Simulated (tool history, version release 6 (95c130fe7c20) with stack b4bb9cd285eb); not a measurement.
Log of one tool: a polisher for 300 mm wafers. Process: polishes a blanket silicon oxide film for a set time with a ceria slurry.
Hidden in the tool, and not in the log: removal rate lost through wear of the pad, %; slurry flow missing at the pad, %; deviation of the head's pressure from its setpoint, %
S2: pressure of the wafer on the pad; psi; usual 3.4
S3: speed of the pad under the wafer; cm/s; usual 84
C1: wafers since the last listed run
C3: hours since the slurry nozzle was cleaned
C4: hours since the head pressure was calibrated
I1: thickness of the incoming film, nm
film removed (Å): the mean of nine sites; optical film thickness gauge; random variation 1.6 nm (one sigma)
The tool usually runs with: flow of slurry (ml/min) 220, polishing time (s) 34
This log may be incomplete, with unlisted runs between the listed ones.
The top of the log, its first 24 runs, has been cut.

Run 25, day 54.867: usual settings but S2 4.1 psi; C1 613; wafers polished on this pad 4565; C3 291.3; C4 362.1; I1 990.8. Result: film removed (Å) 1428.
Run 26, day 56.138: usual settings but flow of slurry (ml/min) 170, S2 2.8 psi, S3 98 cm/s, polishing time (s) 25; C1 405; wafers polished on this pad 4970; C3 321.8; C4 392.6; I1 973.5. Result: film removed (Å) 762.
At day 57.304: worn pad replaced by a new one.
Run 27, day 57.879: usual settings but flow of slurry (ml/min) 185, S2 3.8 psi, S3 110 cm/s, polishing time (s) 24; C1 502; wafers polished on this pad 183; C3 363.6; C4 434.4; I1 990.8. Result: film removed (Å) 1084.
Run 28, day 60.017: usual settings but flow of slurry (ml/min) 185; C1 681; wafers polished on this pad 864; C3 414.9; C4 485.7; I1 975.2. Result: film removed (Å) 1126.
At day 61.892: head pressure recalibrated.
Run 29, day 62.208: usual settings but flow of slurry (ml/min) 200; C1 672; wafers polished on this pad 1536; C3 467.5; C4 7.6; I1 988.4. Result: film removed (Å) 1211.
Run 30, day 65.058: usual settings but flow of slurry (ml/min) 200, S2 2.6 psi, S3 68 cm/s, polishing time (s) 44; C1 908; wafers polished on this pad 2445; C3 535.9; C4 76; I1 980.9. Result: film removed (Å) 1053.
Run 31, day 67.342: usual settings but S2 4.5 psi, polishing time (s) 43; C1 728; wafers polished on this pad 3173; C3 590.7; C4 130.8; I1 985.3. Result: film removed (Å) 2036.
Run 32, day 68.746: usual settings; C1 447; wafers polished on this pad 3621; C3 624.4; C4 164.5; I1 981.1. Result: film removed (Å) 1225.
Run 33, day 71.054: usual settings but flow of slurry (ml/min) 295, S3 98 cm/s; C1 736; wafers polished on this pad 4357; C3 679.8; C4 219.9; I1 995.9. Result: film removed (Å) 1391.
At day 72.071: slurry nozzle cleaned.
Run 34, day 72.338: usual settings; C1 395; wafers polished on this pad 4753; C3 6.4; C4 250.7; I1 965.8. Result: film removed (Å) 1189.
At day 73.433: worn pad replaced by a new one.
Run 35, day 74.921: usual settings but flow of slurry (ml/min) 265, S2 4.5 psi, S3 72 cm/s, polishing time (s) 40; C1 770; wafers polished on this pad 473; C3 68.4; C4 312.7; I1 983.6. Result: film removed (Å) 1713.
Run 36, day 76.479: usual settings but S3 98 cm/s; C1 496; wafers polished on this pad 970; C3 105.8; C4 350.1; I1 968.7. Result: film removed (Å) 1299.
Run 37, day 78.867: usual settings but flow of slurry (ml/min) 280; C1 761; wafers polished on this pad 1732; C3 163.1; C4 407.4; I1 966. Result: film removed (Å) 1231.
Run 38, day 79.962: usual settings but S2 4.5 psi, polishing time (s) 46; C1 349; wafers polished on this pad 2081; C3 189.4; C4 433.7; I1 965.1. Result: film removed (Å) 2035.

Alternative continuations, all from the tool just after run 38; predict every row:
Run A, day 79.979: usual settings but polishing time (s) 31; C1 5; wafers polished on this pad 2086; C3 189.8; C4 434.1; I1 984.3. Result: film removed (Å) ?.
Run B, day 79.979: usual settings but S3 76 cm/s; C1 5; wafers polished on this pad 2086; C3 189.8; C4 434.1; I1 984.3. Result: film removed (Å) ?.
Run C, day 79.979: usual settings but S3 92 cm/s, polishing time (s) 29; C1 5; wafers polished on this pad 2086; C3 189.8; C4 434.1; I1 984.3. Result: film removed (Å) ?.

run  film removed (Å)
  A              1059
  B              1095
  C              1047
What these runs would have given with no unlogged condition in the tool:
run  film removed (Å)
  A              1114
  B              1152
  C              1102
